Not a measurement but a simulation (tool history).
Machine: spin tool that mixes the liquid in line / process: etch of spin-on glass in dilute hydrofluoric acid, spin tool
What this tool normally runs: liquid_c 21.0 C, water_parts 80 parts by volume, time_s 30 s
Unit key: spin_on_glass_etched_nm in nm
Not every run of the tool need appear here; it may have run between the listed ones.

run	hour	liquid_c	water_parts	time_s	wafers since the last listed run	hours since the thermometer was replaced	hours since the hydrofluoric acid flow meter was replaced	hours since the gauge calibration	read-back film thickness of the spin-on glass reference wafer, read on the same gauge (nm)	spin_on_glass_etched_nm
1	0.0	21.0	95	30	0	35.5	497.9	2771.6	60.02	9.41
2	59.1	21.0	95	30	1141	94.6	557.0	2830.7	59.99	9.23
3	96.5	21.0	65	30	722	132.0	594.4	2868.1	60.01	14.10
4	184.7	21.0	65	30	1703	220.2	682.6	2956.3	59.99	14.03
# hour 258.3: hydrofluoric acid flow meter replaced
5	278.3	21.0	65	30	1788	313.8	20.0	3049.9	59.98	14.26
6	345.6	21.0	80	30	1300	381.1	87.3	3117.2	60.01	11.38
7	641.7	21.0	80	30	5719	677.2	383.4	3413.3	59.99	11.60
# hour 662.3: gauge calibrated
8	708.6	21.0	80	30	1292	744.1	450.3	46.3	60.00	11.55
9	775.6	21.0	80	30	1294	811.1	517.3	113.3	59.97	11.64
10	838.9	21.0	95	35	1222	874.4	580.6	176.6	60.00	11.29
# hour 849.9: thermometer replaced, repeated, since the last time left the tool worse
11	898.1	17.0	105	20	1124	48.2	639.8	235.8	60.00	4.29
12	946.8	21.0	80	45	940	96.9	688.5	284.5	59.97	15.61
# hour 1034.2: hydrofluoric acid flow meter replaced
13	1142.4	21.0	80	30	3759	292.5	108.2	480.1	59.98	10.41
14	1212.0	21.0	65	30	1344	362.1	177.8	549.7	60.00	13.12
15	1313.6	21.0	45	30	1962	463.7	279.4	651.3	60.00	19.58
16	1388.0	21.0	80	30	1437	538.1	353.8	725.7	59.98	10.59
17	1448.1	21.0	80	30	1160	598.2	413.9	785.8	60.00	10.68
18	1488.8	23.5	100	40	786	638.9	454.6	826.5	59.99	12.30
19	1565.6	21.0	120	40	1483	715.7	531.4	903.3	60.01	9.06
20	1612.7	26.0	80	30	909	762.8	578.5	950.4	59.96	12.97
21	1655.3	25.0	80	30	822	805.4	621.1	993.0	60.03	12.65
22	1731.1	24.5	95	20	1464	881.2	696.9	1068.8	59.97	6.72
# hour 1770.2: hydrofluoric acid flow meter replaced
23	1832.4	21.0	70	30	1937	982.5	62.2	1170.1	59.96	12.40
24	1874.6	21.0	80	30	815	1024.7	104.4	1212.3	59.98	10.72
25	1917.8	23.0	80	30	834	1067.9	147.6	1255.5	60.01	11.67
26	1991.2	25.0	60	40	1417	1141.3	221.0	1328.9	60.00	23.64
27	2077.6	21.0	80	30	1669	1227.7	307.4	1415.3	59.99	10.87
# hour 2156.0: thermometer replaced
28	2170.8	23.5	80	50	1781	14.8	400.6	1508.5	60.01	18.94
29	2237.6	25.5	40	30	1290	81.6	467.4	1575.3	60.00	26.17
30	2307.0	21.0	80	30	1340	151.0	536.8	1644.7	60.01	10.38
31	2386.6	24.0	50	20	1537	230.6	616.4	1724.3	60.01	12.79
32	2490.5	24.0	105	15	2007	334.5	720.3	1828.2	60.03	4.37
# hour 2535.6: hydrofluoric acid flow meter replaced
33	2553.9	21.0	80	30	1205	397.9	18.3	1891.6	60.02	10.45

Forecast each of these 4 alternatives for the next run:
A	2554.3	21.0	80	30	7	398.3	18.7	1892.0	?	?
B	2554.3	22.5	65	35	7	398.3	18.7	1892.0	?	?
C	2554.3	21.0	115	35	7	398.3	18.7	1892.0	?	?
D	2554.3	26.0	45	30	7	398.3	18.7	1892.0	?	?

run	read-back film thickness of the spin-on glass reference wafer, read on the same gauge (nm)	spin_on_glass_etched_nm
A	59.99	10.47
B	59.99	16.29
C	59.99	8.16
D	59.99	23.89
Without the tool's hidden state the same runs would have given:
run	spin_on_glass_etched_nm
A	10.23
B	15.92
C	7.98
D	23.35
